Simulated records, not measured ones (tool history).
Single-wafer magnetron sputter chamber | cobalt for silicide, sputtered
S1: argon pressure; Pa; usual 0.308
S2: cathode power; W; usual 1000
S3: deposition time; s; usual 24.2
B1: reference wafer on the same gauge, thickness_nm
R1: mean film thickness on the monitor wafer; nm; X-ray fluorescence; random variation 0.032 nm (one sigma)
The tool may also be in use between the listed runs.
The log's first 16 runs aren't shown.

run     day     S1    S2    S3      B1      R1
 17  47.796  0.235   950    21  12.494  10.527
 18    49.3  0.308  1200  26.8  12.497   16.33
 19  50.371  0.308  1000  24.2  12.498  12.449
 20  51.621  0.308  1050  19.4  12.503  10.467
 21  52.925  0.308  1000  24.2  12.506  12.469
 22  55.779  0.308  1000  24.2  12.497  12.473
 23  57.771  0.396  1100  19.4  12.492  10.665
 24  59.579  0.399   800  19.8  12.505   8.162
      60.35  -- sputter target and shields replaced
 25  62.425  0.392  1150  22.2  12.497  12.812
 26  64.371  0.308   950  28.7    12.5  14.099
 27  66.879  0.224  1100  24.2  12.505  13.922
 28  68.896  0.308   750  22.5  12.498   8.935
 29  71.129  0.236   800  21.7  12.497   9.319
 30  72.238  0.422  1100  25.9  12.497  14.181
 31  73.512  0.308  1000  24.2    12.5  12.429
 32  75.229  0.308  1000  24.2  12.498  12.478
 33  77.625  0.308  1000  28.3  12.501  14.541
     78.546  -- sputter target and shields replaced
 34  79.846  0.308  1000  26.5  12.501  13.621
 35  81.929  0.308  1000  24.2    12.5  12.499
 36  84.042  0.385  1250  22.1  12.502  13.717

3 ways to go on from here, each from the tool as it stands after run 36. What would each give?
  A  84.058  0.308  1000  24.2   ?   ?
  B  84.058  0.274  1150  27.2   ?   ?
  C  84.058  0.221  1200  24.2   ?   ?

run      B1      R1
  A  12.507  12.532
  B  12.507  16.164
  C  12.507  15.157
Without the tool's hidden state the same runs would have given:
run      R1
  A  12.532
  B  16.164
  C  15.157

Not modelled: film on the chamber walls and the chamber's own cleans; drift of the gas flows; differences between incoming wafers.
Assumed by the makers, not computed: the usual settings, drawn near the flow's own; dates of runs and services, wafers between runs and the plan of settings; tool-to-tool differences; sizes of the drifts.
